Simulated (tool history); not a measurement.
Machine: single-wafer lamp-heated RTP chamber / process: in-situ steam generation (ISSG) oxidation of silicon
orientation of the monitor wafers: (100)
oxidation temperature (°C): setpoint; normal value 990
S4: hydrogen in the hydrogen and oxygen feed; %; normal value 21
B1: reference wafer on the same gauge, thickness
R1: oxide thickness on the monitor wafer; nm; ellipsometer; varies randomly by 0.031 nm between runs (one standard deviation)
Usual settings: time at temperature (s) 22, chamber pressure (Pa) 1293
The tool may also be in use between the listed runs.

run 1 hour=0 | oxidation_temperature_(°C)=990 time_at_temperature_(s)=22 chamber_pressure_(Pa)=1293 S4=21 | B1=6.298 | R1=5.964
run 2 hour=57.8 | oxidation_temperature_(°C)=990 time_at_temperature_(s)=22 chamber_pressure_(Pa)=1293 S4=21 | B1=6.307 | R1=6.073
run 3 hour=88.5 | oxidation_temperature_(°C)=990 time_at_temperature_(s)=22 chamber_pressure_(Pa)=1293 S4=21 | B1=6.299 | R1=6.005
run 4 hour=149 | oxidation_temperature_(°C)=990 time_at_temperature_(s)=22 chamber_pressure_(Pa)=1293 S4=21 | B1=6.307 | R1=5.974
run 5 hour=178.8 | oxidation_temperature_(°C)=990 time_at_temperature_(s)=22 chamber_pressure_(Pa)=1293 S4=21 | B1=6.321 | R1=6.037
run 6 hour=209.9 | oxidation_temperature_(°C)=990 time_at_temperature_(s)=22 chamber_pressure_(Pa)=1293 S4=21 | B1=6.312 | R1=6.005
run 7 hour=280.3 | oxidation_temperature_(°C)=990 time_at_temperature_(s)=22 chamber_pressure_(Pa)=1293 S4=21 | B1=6.301 | R1=6.021
run 8 hour=335.3 | oxidation_temperature_(°C)=990 time_at_temperature_(s)=22 chamber_pressure_(Pa)=1293 S4=24 | B1=6.317 | R1=6.213
run 9 hour=398.3 | oxidation_temperature_(°C)=1006 time_at_temperature_(s)=22 chamber_pressure_(Pa)=1200 S4=17 | B1=6.314 | R1=6.27
-- hour=420.6 pressure gauge zeroed
-- hour=427.1 gauge calibrated
run 10 hour=568.3 | oxidation_temperature_(°C)=985 time_at_temperature_(s)=30 chamber_pressure_(Pa)=1293 S4=21 | B1=6.319 | R1=6.973
run 11 hour=631.4 | oxidation_temperature_(°C)=1001 time_at_temperature_(s)=25 chamber_pressure_(Pa)=1360 S4=24 | B1=6.298 | R1=6.915
-- hour=646.8 hydrogen flow controller replaced
run 12 hour=688.9 | oxidation_temperature_(°C)=1009 time_at_temperature_(s)=26 chamber_pressure_(Pa)=1360 S4=12 | B1=6.304 | R1=6.429
-- hour=697.8 pyrometer window cleaned and pyrometer calibrated
run 13 hour=740.3 | oxidation_temperature_(°C)=990 time_at_temperature_(s)=22 chamber_pressure_(Pa)=1293 S4=21 | B1=6.304 | R1=6.258
run 14 hour=780.4 | oxidation_temperature_(°C)=985 time_at_temperature_(s)=22 chamber_pressure_(Pa)=1213 S4=21 | B1=6.309 | R1=6.174
run 15 hour=827.9 | oxidation_temperature_(°C)=990 time_at_temperature_(s)=22 chamber_pressure_(Pa)=1293 S4=30 | B1=6.32 | R1=6.755
-- hour=890.4 pyrometer window cleaned and pyrometer calibrated, repeated, since the last time left the tool worse
-- hour=920.7 gauge calibrated
run 16 hour=975.2 | oxidation_temperature_(°C)=990 time_at_temperature_(s)=14 chamber_pressure_(Pa)=1107 S4=21 | B1=6.306 | R1=4.979
run 17 hour=1016.3 | oxidation_temperature_(°C)=980 time_at_temperature_(s)=14 chamber_pressure_(Pa)=1360 S4=15 | B1=6.315 | R1=4.348

Below are 5 alternative next runs, each starting from the tool's condition after run 17. Predict each:
run A hour=1016.8 | oxidation_temperature_(°C)=990 time_at_temperature_(s)=22 chamber_pressure_(Pa)=1293 S4=27 | B1=? | R1=?
run B hour=1016.8 | oxidation_temperature_(°C)=977 time_at_temperature_(s)=15 chamber_pressure_(Pa)=1293 S4=21 | B1=? | R1=?
run C hour=1016.8 | oxidation_temperature_(°C)=1006 time_at_temperature_(s)=15 chamber_pressure_(Pa)=1293 S4=30 | B1=? | R1=?
run D hour=1016.8 | oxidation_temperature_(°C)=977 time_at_temperature_(s)=29 chamber_pressure_(Pa)=1293 S4=21 | B1=? | R1=?
run E hour=1016.8 | oxidation_temperature_(°C)=990 time_at_temperature_(s)=22 chamber_pressure_(Pa)=1147 S4=30 | B1=? | R1=?

run=A B1=6.298 R1=6.295
run=B B1=6.298 R1=4.809
run=C B1=6.298 R1=5.788
run=D B1=6.298 R1=6.445
run=E B1=6.298 R1=6.576
What these runs would have given with no unlogged condition in the tool:
run=A R1=6.294
run=B R1=4.808
run=C R1=5.787
run=D R1=6.444
run=E R1=6.574
